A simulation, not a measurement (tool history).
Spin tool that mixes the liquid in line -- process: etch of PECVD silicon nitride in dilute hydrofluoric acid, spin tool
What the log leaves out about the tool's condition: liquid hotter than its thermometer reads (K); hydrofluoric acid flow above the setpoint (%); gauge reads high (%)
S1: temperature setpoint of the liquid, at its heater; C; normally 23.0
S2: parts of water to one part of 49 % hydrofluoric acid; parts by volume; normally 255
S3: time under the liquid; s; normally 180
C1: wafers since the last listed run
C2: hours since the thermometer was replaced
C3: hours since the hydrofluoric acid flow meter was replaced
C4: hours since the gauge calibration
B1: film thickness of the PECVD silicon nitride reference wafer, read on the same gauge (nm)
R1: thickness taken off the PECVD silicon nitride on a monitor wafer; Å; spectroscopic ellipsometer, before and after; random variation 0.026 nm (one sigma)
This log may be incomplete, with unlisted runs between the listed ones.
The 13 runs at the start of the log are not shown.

{"run": 14, "hour": 927.5, "S1": 23.0, "S2": 255, "S3": 180, "C1": 264, "C2": 2203.1, "C3": 1086.3, "C4": 132.6, "B1": 40.204, "R1": 36.52}
{"run": 15, "hour": 1015.0, "S1": 23.0, "S2": 255, "S3": 240, "C1": 396, "C2": 2290.6, "C3": 1173.8, "C4": 220.1, "B1": 40.268, "R1": 48.89}
{"run": 16, "hour": 1060.3, "S1": 23.0, "S2": 255, "S3": 240, "C1": 205, "C2": 2335.9, "C3": 1219.1, "C4": 265.4, "B1": 40.235, "R1": 49.12}
{"run": 17, "hour": 1124.6, "S1": 23.0, "S2": 255, "S3": 180, "C1": 291, "C2": 2400.2, "C3": 1283.4, "C4": 329.7, "B1": 40.242, "R1": 36.7}
{"run": 18, "hour": 1227.3, "S1": 23.0, "S2": 340, "S3": 180, "C1": 465, "C2": 2502.9, "C3": 1386.1, "C4": 432.4, "B1": 40.228, "R1": 27.55}
{"run": 19, "hour": 1331.4, "S1": 23.0, "S2": 255, "S3": 235, "C1": 472, "C2": 2607.0, "C3": 1490.2, "C4": 536.5, "B1": 40.15, "R1": 48.0}
{"run": 20, "hour": 1393.2, "S1": 20.0, "S2": 340, "S3": 180, "C1": 280, "C2": 2668.8, "C3": 1552.0, "C4": 598.3, "B1": 40.138, "R1": 22.93}
{"hour": 1406.2, "done": "thermometer replaced"}
{"run": 21, "hour": 1457.7, "S1": 26.0, "S2": 190, "S3": 130, "C1": 287, "C2": 51.5, "C3": 1616.5, "C4": 662.8, "B1": 40.093, "R1": 43.2}
{"run": 22, "hour": 1558.9, "S1": 25.5, "S2": 315, "S3": 260, "C1": 458, "C2": 152.7, "C3": 1717.7, "C4": 764.0, "B1": 40.113, "R1": 50.13}
{"run": 23, "hour": 1601.3, "S1": 23.0, "S2": 310, "S3": 140, "C1": 192, "C2": 195.1, "C3": 1760.1, "C4": 806.4, "B1": 40.081, "R1": 23.16}
{"hour": 1689.1, "done": "hydrofluoric acid flow meter replaced"}
{"run": 24, "hour": 1705.2, "S1": 23.0, "S2": 255, "S3": 180, "C1": 466, "C2": 299.0, "C3": 16.1, "C4": 910.3, "B1": 39.995, "R1": 37.04}
{"run": 25, "hour": 1765.8, "S1": 23.0, "S2": 150, "S3": 180, "C1": 274, "C2": 359.6, "C3": 76.7, "C4": 970.9, "B1": 39.953, "R1": 61.73}
{"run": 26, "hour": 1841.2, "S1": 28.0, "S2": 255, "S3": 180, "C1": 341, "C2": 435.0, "C3": 152.1, "C4": 1046.3, "B1": 39.962, "R1": 49.43}
{"run": 27, "hour": 1948.9, "S1": 23.0, "S2": 255, "S3": 180, "C1": 488, "C2": 542.7, "C3": 259.8, "C4": 1154.0, "B1": 39.885, "R1": 36.88}
{"run": 28, "hour": 1995.9, "S1": 23.0, "S2": 255, "S3": 115, "C1": 213, "C2": 589.7, "C3": 306.8, "C4": 1201.0, "B1": 39.83, "R1": 23.6}
{"run": 29, "hour": 2074.1, "S1": 20.5, "S2": 370, "S3": 285, "C1": 354, "C2": 667.9, "C3": 385.0, "C4": 1279.2, "B1": 39.768, "R1": 34.22}

Expected results for the next run?
{"run": 30, "hour": 2126.2, "S1": 23.0, "S2": 255, "S3": 180, "C1": 236, "C2": 720.0, "C3": 437.1, "C4": 1331.3, "B1": "?", "R1": "?"}

B1: 39.785
R1: 36.23 Å
If the tool had no hidden condition, the same run with the same run-to-run variation would have returned R1 36.45 Å.

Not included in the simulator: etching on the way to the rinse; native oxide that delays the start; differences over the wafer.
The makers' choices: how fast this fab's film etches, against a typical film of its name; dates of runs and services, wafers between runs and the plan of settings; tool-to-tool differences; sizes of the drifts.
